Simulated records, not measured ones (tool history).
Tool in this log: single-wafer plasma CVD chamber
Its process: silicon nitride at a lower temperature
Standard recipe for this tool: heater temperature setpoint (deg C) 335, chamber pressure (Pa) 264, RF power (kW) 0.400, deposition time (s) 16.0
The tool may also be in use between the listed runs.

run	day	heater temperature setpoint (deg C)	chamber pressure (Pa)	RF power (kW)	deposition time (s)	wafers since the last listed run	hours since the last thermocouple change	hours since the last RF generator calibration	hours since the last manometer calibration	hours since the showerhead was replaced	hours since the gauge calibration	read-back reference wafer on the same gauge, thickness_nm	mean film thickness on the monitor wafer (angstrom)
1	0.000	335	264	0.400	16.0	0	1288.5	2077.0	1702.1	1919.7	89.7	18.593	229.64
2	2.662	335	264	0.400	14.6	2079	1352.4	2140.9	1766.0	1983.6	153.6	18.604	208.87
3	5.629	335	264	0.400	14.6	2316	1423.6	2212.1	1837.2	2054.8	224.8	18.619	207.96
4	7.617	335	264	0.400	14.6	1552	1471.3	2259.8	1884.9	2102.5	272.5	18.602	209.29
5	12.092	335	264	0.400	16.0	3494	1578.7	2367.2	1992.3	2209.9	379.9	18.589	228.67
6	14.267	335	264	0.400	16.0	1698	1630.9	2419.4	2044.5	2262.1	432.1	18.601	229.43
7	17.067	335	264	0.400	16.0	2186	1698.1	2486.6	2111.7	2329.3	499.3	18.607	229.76
# day 18.100: capacitance manometer re-zeroed and calibrated
8	19.696	335	207	0.330	16.0	1792	1761.2	2549.7	38.3	2392.4	562.4	18.597	189.48
# day 20.292: RF generator calibrated
# day 20.479: gauge calibrated
# day 24.600: thermocouple changed; heater temperature recalibrated
9	25.012	345	264	0.400	16.0	3631	9.9	113.3	165.9	2520.0	108.8	18.608	226.44
10	27.042	335	264	0.400	14.6	1584	58.6	162.0	214.6	2568.7	157.5	18.588	207.44
# day 28.871: showerhead replaced
11	31.475	345	264	0.400	16.0	3201	165.0	268.4	321.0	62.5	263.9	18.612	226.01
12	33.729	335	323	0.350	16.0	1760	219.1	322.5	375.1	116.6	318.0	18.587	217.98
13	35.800	328	264	0.345	13.5	1617	268.8	372.2	424.8	166.3	367.7	18.593	175.78
14	37.738	335	264	0.400	16.0	1513	315.3	418.7	471.3	212.8	414.2	18.590	227.01
15	41.208	328	264	0.400	16.0	2710	398.6	502.0	554.6	296.1	497.5	18.590	228.65

Alternative continuations, all from the tool just after run 15; predict every row:
A	41.225	335	264	0.400	17.8	13	399.0	502.4	555.0	296.5	497.9	?	?
B	41.225	335	312	0.455	18.1	13	399.0	502.4	555.0	296.5	497.9	?	?
C	41.225	330	264	0.400	16.0	13	399.0	502.4	555.0	296.5	497.9	?	?
D	41.225	339	325	0.400	18.9	13	399.0	502.4	555.0	296.5	497.9	?	?
E	41.225	335	280	0.400	16.0	13	399.0	502.4	555.0	296.5	497.9	?	?

run	read-back reference wafer on the same gauge, thickness_nm	mean film thickness on the monitor wafer (angstrom)
A	18.582	254.21
B	18.582	290.13
C	18.582	228.97
D	18.582	282.30
E	18.582	231.62
With no hidden state in the tool, these same runs would have given:
run	mean film thickness on the monitor wafer (angstrom)
A	251.51
B	287.06
C	226.54
D	279.65
E	229.16
